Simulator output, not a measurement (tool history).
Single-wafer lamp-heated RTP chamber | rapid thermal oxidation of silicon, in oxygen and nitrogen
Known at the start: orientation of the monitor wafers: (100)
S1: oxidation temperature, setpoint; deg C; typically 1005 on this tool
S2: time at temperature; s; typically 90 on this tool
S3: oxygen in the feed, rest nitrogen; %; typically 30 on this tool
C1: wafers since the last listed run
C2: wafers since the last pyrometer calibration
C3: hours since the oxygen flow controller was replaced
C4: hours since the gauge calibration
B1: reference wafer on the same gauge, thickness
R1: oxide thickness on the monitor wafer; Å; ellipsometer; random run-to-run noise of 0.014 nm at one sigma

Run 1, hour 0.0: usual settings but S1 988 deg C; C1 0; C2 3535; C3 3253.9; C4 791.0; B1 6.122. Result: R1 47.66 Å.
Run 2, hour 47.6: usual settings; C1 626; C2 4161; C3 3301.5; C4 838.6; B1 6.115. Result: R1 53.56 Å.
Run 3, hour 117.8: usual settings; C1 923; C2 5085; C3 3371.7; C4 908.8; B1 6.114. Result: R1 53.98 Å.
Run 4, hour 184.4: usual settings but S1 1018 deg C; C1 876; C2 5962; C3 3438.3; C4 975.4; B1 6.113. Result: R1 59.17 Å.
Run 5, hour 246.5: usual settings but S1 1018 deg C; C1 817; C2 6779; C3 3500.4; C4 1037.5; B1 6.118. Result: R1 59.51 Å.
Run 6, hour 328.9: usual settings but S1 1018 deg C; C1 1084; C2 7864; C3 3582.8; C4 1119.9; B1 6.126. Result: R1 59.89 Å.
At hour 370.9: pyrometer window cleaned and pyrometer calibrated.
Run 7, hour 416.1: usual settings but S3 43 %; C1 1042; C2 594; C3 3670.0; C4 1207.1; B1 6.118. Result: R1 60.03 Å.
Run 8, hour 471.9: usual settings; C1 734; C2 1329; C3 3725.8; C4 1262.9; B1 6.111. Result: R1 53.79 Å.
Run 9, hour 558.5: usual settings; C1 1139; C2 2468; C3 3812.4; C4 1349.5; B1 6.121. Result: R1 53.67 Å.
Run 10, hour 666.1: usual settings; C1 1416; C2 3885; C3 3920.0; C4 1457.1; B1 6.121. Result: R1 53.68 Å.
At hour 761.3: oxygen flow controller replaced.
Run 11, hour 761.8: usual settings but S1 1021 deg C; C1 1154; C2 5039; C3 0.5; C4 1552.8; B1 6.115. Result: R1 59.75 Å.
Run 12, hour 811.3: usual settings but S2 124 s; C1 651; C2 5690; C3 50.0; C4 1602.3; B1 6.126. Result: R1 61.62 Å.
Run 13, hour 909.3: usual settings but S1 983 deg C; C1 1289; C2 6980; C3 148.0; C4 1700.3; B1 6.125. Result: R1 46.54 Å.
Run 14, hour 947.0: usual settings but S1 983 deg C; C1 496; C2 7476; C3 185.7; C4 1738.0; B1 6.124. Result: R1 46.63 Å.
At hour 982.8: pyrometer window cleaned and pyrometer calibrated.
Run 15, hour 1012.5: usual settings; C1 756; C2 391; C3 251.2; C4 1803.5; B1 6.130. Result: R1 52.71 Å.
Run 16, hour 1068.8: usual settings but S1 987 deg C, S2 73 s, S3 17 %; C1 740; C2 1132; C3 307.5; C4 1859.8; B1 6.118. Result: R1 36.86 Å.
Run 17, hour 1138.7: usual settings but S1 1020 deg C, S2 130 s, S3 47 %; C1 919; C2 2052; C3 377.4; C4 1929.7; B1 6.120. Result: R1 80.60 Å.
Run 18, hour 1246.5: usual settings but S1 985 deg C, S2 65 s, S3 50 %; C1 1418; C2 3470; C3 485.2; C4 2037.5; B1 6.121. Result: R1 47.23 Å.
At hour 1263.7: gauge calibrated.
Run 19, hour 1284.3: usual settings but S1 995 deg C, S2 111 s, S3 17 %; C1 497; C2 3968; C3 523.0; C4 20.6; B1 6.115. Result: R1 45.14 Å.
Run 20, hour 1352.0: usual settings; C1 890; C2 4859; C3 590.7; C4 88.3; B1 6.118. Result: R1 52.97 Å.
Run 21, hour 1389.8: usual settings; C1 497; C2 5356; C3 628.5; C4 126.1; B1 6.123. Result: R1 53.10 Å.
Run 22, hour 1480.7: usual settings but S1 1035 deg C, S3 19 %; C1 1196; C2 6553; C3 719.4; C4 217.0; B1 6.127. Result: R1 56.20 Å.
Run 23, hour 1569.9: usual settings but S1 1032 deg C, S2 77 s; C1 1173; C2 7727; C3 808.6; C4 306.2; B1 6.116. Result: R1 60.45 Å.
At hour 1611.2: pyrometer window cleaned and pyrometer calibrated.
Run 24, hour 1628.1: usual settings but S1 996 deg C, S3 17 %; C1 660; C2 221; C3 866.8; C4 364.4; B1 6.122. Result: R1 41.49 Å.
Run 25, hour 1666.5: usual settings but S1 985 deg C, S2 66 s, S3 54 %; C1 505; C2 727; C3 905.2; C4 402.8; B1 6.124. Result: R1 48.82 Å.
Run 26, hour 1705.4: usual settings; C1 511; C2 1239; C3 944.1; C4 441.7; B1 6.116. Result: R1 52.57 Å.
Run 27, hour 1786.7: usual settings but S3 17 %; C1 1069; C2 2309; C3 1025.4; C4 523.0; B1 6.123. Result: R1 44.11 Å.
Run 28, hour 1891.1: usual settings but S3 51 %; C1 1373; C2 3683; C3 1129.8; C4 627.4; B1 6.111. Result: R1 63.51 Å.
Run 29, hour 1986.1: usual settings; C1 1250; C2 4933; C3 1224.8; C4 722.4; B1 6.124. Result: R1 53.28 Å.
Run 30, hour 2039.6: usual settings but S2 54 s; C1 704; C2 5637; C3 1278.3; C4 775.9; B1 6.119. Result: R1 43.44 Å.
Run 31, hour 2144.2: usual settings; C1 1376; C2 7014; C3 1382.9; C4 880.5; B1 6.122. Result: R1 53.70 Å.
Run 32, hour 2203.9: usual settings but S2 52 s; C1 785; C2 7799; C3 1442.6; C4 940.2; B1 6.114. Result: R1 42.99 Å.
Run 33, hour 2248.8: usual settings; C1 590; C2 8390; C3 1487.5; C4 985.1; B1 6.118. Result: R1 54.23 Å.
Run 34, hour 2327.7: usual settings; C1 1038; C2 9429; C3 1566.4; C4 1064.0; B1 6.121. Result: R1 54.79 Å.
At hour 2370.6: pyrometer window cleaned and pyrometer calibrated.
Run 35, hour 2420.8: usual settings but S1 1019 deg C, S2 64 s, S3 17 %; C1 1119; C2 660; C3 1659.5; C4 1157.1; B1 6.115. Result: R1 42.23 Å.
Run 36, hour 2466.2: usual settings but S1 1030 deg C, S2 70 s; C1 597; C2 1257; C3 1704.9; C4 1202.5; B1 6.121. Result: R1 56.15 Å.
Run 37, hour 2504.3: usual settings but S1 994 deg C, S2 105 s, S3 47 %; C1 501; C2 1759; C3 1743.0; C4 1240.6; B1 6.118. Result: R1 60.80 Å.
Run 38, hour 2820.4: usual settings but S1 993 deg C, S2 59 s, S3 54 %; C1 4160; C2 5919; C3 2059.1; C4 1556.7; B1 6.124. Result: R1 49.88 Å.

3 ways to go on from here, each from the tool as it stands after run 38. What would each give?
Run A, hour 2820.8: usual settings; C1 5; C2 5924; C3 2059.5; C4 1557.1; B1 ?. Result: R1 ?.
Run B, hour 2820.8: usual settings but S1 977 deg C, S2 49 s, S3 54 %; C1 5; C2 5924; C3 2059.5; C4 1557.1; B1 ?. Result: R1 ?.
Run C, hour 2820.8: usual settings but S1 977 deg C, S2 59 s; C1 5; C2 5924; C3 2059.5; C4 1557.1; B1 ?. Result: R1 ?.

run     B1     R1
  A  6.123  53.47
  B  6.123  41.58
  C  6.123  37.82
With no hidden state in the tool, these same runs would have given:
run     R1
  A  52.54
  B  40.94
  C  37.27

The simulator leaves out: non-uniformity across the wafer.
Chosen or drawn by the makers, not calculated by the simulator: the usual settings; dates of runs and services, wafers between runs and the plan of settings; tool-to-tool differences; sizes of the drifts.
